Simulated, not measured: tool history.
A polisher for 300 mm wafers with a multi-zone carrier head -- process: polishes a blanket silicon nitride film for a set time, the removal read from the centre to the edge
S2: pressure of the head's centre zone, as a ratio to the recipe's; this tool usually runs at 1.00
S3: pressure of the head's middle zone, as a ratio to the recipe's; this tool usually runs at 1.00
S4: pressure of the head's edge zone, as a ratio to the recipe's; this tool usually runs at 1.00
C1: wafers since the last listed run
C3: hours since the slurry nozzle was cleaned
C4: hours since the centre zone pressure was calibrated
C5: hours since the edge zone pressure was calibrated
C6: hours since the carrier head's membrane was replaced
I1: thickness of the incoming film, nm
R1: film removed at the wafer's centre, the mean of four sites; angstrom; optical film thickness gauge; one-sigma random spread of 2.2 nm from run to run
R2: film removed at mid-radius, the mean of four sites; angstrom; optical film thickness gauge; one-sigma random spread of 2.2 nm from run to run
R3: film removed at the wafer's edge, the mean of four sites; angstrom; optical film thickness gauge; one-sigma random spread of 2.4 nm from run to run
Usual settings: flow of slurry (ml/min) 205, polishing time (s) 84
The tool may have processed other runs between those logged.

{"run": 1, "day": 0.0, "flow of slurry (ml/min)": 250, "S2": 1.0, "S3": 1.0, "S4": 1.0, "polishing time (s)": 84, "C1": 0, "wafers polished on this pad": 4, "C3": 418.3, "C4": 1189.7, "C5": 1.2, "C6": 1321.4, "I1": 563.8, "R1": 1688, "R2": 1789, "R3": 1830}
{"run": 2, "day": 0.592, "flow of slurry (ml/min)": 250, "S2": 1.0, "S3": 1.0, "S4": 1.0, "polishing time (s)": 84, "C1": 142, "wafers polished on this pad": 147, "C3": 432.5, "C4": 1203.9, "C5": 15.4, "C6": 1335.6, "I1": 563.1, "R1": 1704, "R2": 1782, "R3": 1780}
{"run": 3, "day": 1.079, "flow of slurry (ml/min)": 250, "S2": 1.0, "S3": 1.0, "S4": 1.0, "polishing time (s)": 84, "C1": 117, "wafers polished on this pad": 265, "C3": 444.2, "C4": 1215.6, "C5": 27.1, "C6": 1347.3, "I1": 562.6, "R1": 1650, "R2": 1737, "R3": 1749}
{"day": 1.521, "done": "centre zone pressure recalibrated"}
{"run": 4, "day": 1.65, "flow of slurry (ml/min)": 185, "S2": 1.0, "S3": 1.0, "S4": 1.0, "polishing time (s)": 84, "C1": 117, "wafers polished on this pad": 383, "C3": 457.9, "C4": 3.1, "C5": 40.8, "C6": 1361.0, "I1": 563.9, "R1": 1541, "R2": 1608, "R3": 1672}
{"run": 5, "day": 2.121, "flow of slurry (ml/min)": 185, "S2": 1.0, "S3": 1.0, "S4": 1.0, "polishing time (s)": 84, "C1": 113, "wafers polished on this pad": 496, "C3": 469.2, "C4": 14.4, "C5": 52.1, "C6": 1372.3, "I1": 558.6, "R1": 1538, "R2": 1622, "R3": 1695}
{"run": 6, "day": 2.675, "flow of slurry (ml/min)": 185, "S2": 1.0, "S3": 1.0, "S4": 1.0, "polishing time (s)": 84, "C1": 133, "wafers polished on this pad": 630, "C3": 482.5, "C4": 27.7, "C5": 65.4, "C6": 1385.6, "I1": 567.8, "R1": 1507, "R2": 1595, "R3": 1618}
{"run": 7, "day": 3.125, "flow of slurry (ml/min)": 205, "S2": 1.0, "S3": 1.0, "S4": 1.0, "polishing time (s)": 84, "C1": 108, "wafers polished on this pad": 739, "C3": 493.3, "C4": 38.5, "C5": 76.2, "C6": 1396.4, "I1": 556.2, "R1": 1504, "R2": 1602, "R3": 1646}
{"day": 3.396, "done": "worn pad replaced by a new one"}
{"run": 8, "day": 3.675, "flow of slurry (ml/min)": 170, "S2": 1.0, "S3": 1.0, "S4": 1.0, "polishing time (s)": 84, "C1": 92, "wafers polished on this pad": 67, "C3": 506.5, "C4": 51.7, "C5": 89.4, "C6": 1409.6, "I1": 558.3, "R1": 1520, "R2": 1622, "R3": 1657}
{"run": 9, "day": 4.183, "flow of slurry (ml/min)": 205, "S2": 1.0, "S3": 1.0, "S4": 1.0, "polishing time (s)": 84, "C1": 122, "wafers polished on this pad": 190, "C3": 518.7, "C4": 63.9, "C5": 101.6, "C6": 1421.8, "I1": 562.0, "R1": 1645, "R2": 1690, "R3": 1721}
{"run": 10, "day": 4.642, "flow of slurry (ml/min)": 205, "S2": 1.09, "S3": 1.0, "S4": 1.0, "polishing time (s)": 84, "C1": 110, "wafers polished on this pad": 300, "C3": 529.7, "C4": 74.9, "C5": 112.6, "C6": 1432.8, "I1": 553.7, "R1": 1732, "R2": 1675, "R3": 1733}
{"day": 4.704, "done": "slurry nozzle cleaned"}
{"run": 11, "day": 5.333, "flow of slurry (ml/min)": 205, "S2": 1.0, "S3": 1.0, "S4": 1.0, "polishing time (s)": 84, "C1": 156, "wafers polished on this pad": 457, "C3": 15.1, "C4": 91.5, "C5": 129.2, "C6": 1449.4, "I1": 554.9, "R1": 1726, "R2": 1744, "R3": 1774}
{"run": 12, "day": 5.996, "flow of slurry (ml/min)": 205, "S2": 1.0, "S3": 1.05, "S4": 1.0, "polishing time (s)": 65, "C1": 159, "wafers polished on this pad": 617, "C3": 31.0, "C4": 107.4, "C5": 145.1, "C6": 1465.3, "I1": 563.3, "R1": 1286, "R2": 1361, "R3": 1354}
{"run": 13, "day": 6.458, "flow of slurry (ml/min)": 250, "S2": 1.0, "S3": 1.0, "S4": 0.95, "polishing time (s)": 95, "C1": 111, "wafers polished on this pad": 729, "C3": 42.1, "C4": 118.5, "C5": 156.2, "C6": 1476.4, "I1": 559.6, "R1": 1902, "R2": 1960, "R3": 1888}

Run 14 has not been measured yet. What should we expect?
{"run": 14, "day": 6.942, "flow of slurry (ml/min)": 205, "S2": 0.88, "S3": 1.0, "S4": 1.0, "polishing time (s)": 84, "C1": 116, "wafers polished on this pad": 845, "C3": 53.7, "C4": 130.1, "C5": 167.8, "C6": 1488.0, "I1": 550.5, "R1": "?", "R2": "?", "R3": "?"}

Run 14 yielded R1 1413 angstrom, R2 1677 angstrom, R3 1645 angstrom.
If the tool had no hidden condition, the same run with the same run-to-run variation would have returned R1 1587 angstrom, R2 1880 angstrom, R3 1834 angstrom.
